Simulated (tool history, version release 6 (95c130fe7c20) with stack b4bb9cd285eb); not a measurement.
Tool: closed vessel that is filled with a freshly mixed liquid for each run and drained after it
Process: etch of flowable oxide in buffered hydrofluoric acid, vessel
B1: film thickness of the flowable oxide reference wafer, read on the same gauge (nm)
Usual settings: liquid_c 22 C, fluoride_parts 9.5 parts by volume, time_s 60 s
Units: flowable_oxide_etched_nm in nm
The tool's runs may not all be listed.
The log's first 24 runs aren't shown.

-- hour=1969.2 hydrofluoric acid flow meter replaced
run 25 hour=1972.7 | liquid_c=25 fluoride_parts=8 time_s=60 | B1=49.97 | flowable_oxide_etched_nm=444.57
run 26 hour=2036.2 | liquid_c=22 fluoride_parts=9.5 time_s=60 | B1=50 | flowable_oxide_etched_nm=316.1
run 27 hour=2130.1 | liquid_c=24 fluoride_parts=6.5 time_s=70 | B1=50.04 | flowable_oxide_etched_nm=597.15
run 28 hour=2168.8 | liquid_c=22 fluoride_parts=9.5 time_s=80 | B1=50.04 | flowable_oxide_etched_nm=423.75
run 29 hour=2204.9 | liquid_c=25 fluoride_parts=7 time_s=95 | B1=49.98 | flowable_oxide_etched_nm=811.31
run 30 hour=2246.4 | liquid_c=22 fluoride_parts=9.5 time_s=45 | B1=49.98 | flowable_oxide_etched_nm=239.96
run 31 hour=2290.9 | liquid_c=22 fluoride_parts=9.5 time_s=45 | B1=49.96 | flowable_oxide_etched_nm=240.92
run 32 hour=2360 | liquid_c=22 fluoride_parts=9.5 time_s=60 | B1=50 | flowable_oxide_etched_nm=317.47

Forecast each of these 5 alternatives for the next run:
run A hour=2360.7 | liquid_c=22 fluoride_parts=11 time_s=60 | B1=? | flowable_oxide_etched_nm=?
run B hour=2360.7 | liquid_c=17.5 fluoride_parts=6.5 time_s=80 | B1=? | flowable_oxide_etched_nm=?
run C hour=2360.7 | liquid_c=22 fluoride_parts=13 time_s=60 | B1=? | flowable_oxide_etched_nm=?
run D hour=2360.7 | liquid_c=19 fluoride_parts=8 time_s=45 | B1=? | flowable_oxide_etched_nm=?
run E hour=2360.7 | liquid_c=26.5 fluoride_parts=10.5 time_s=40 | B1=? | flowable_oxide_etched_nm=?

run=A B1=49.95 flowable_oxide_etched_nm=282.83
run=B B1=49.95 flowable_oxide_etched_nm=481.11
run=C B1=49.95 flowable_oxide_etched_nm=240.21
run=D B1=49.95 flowable_oxide_etched_nm=239.08
run=E B1=49.95 flowable_oxide_etched_nm=252.07
Without the tool's hidden state the same runs would have given:
run=A flowable_oxide_etched_nm=282.83
run=B flowable_oxide_etched_nm=481.11
run=C flowable_oxide_etched_nm=240.21
run=D flowable_oxide_etched_nm=239.08
run=E flowable_oxide_etched_nm=252.07
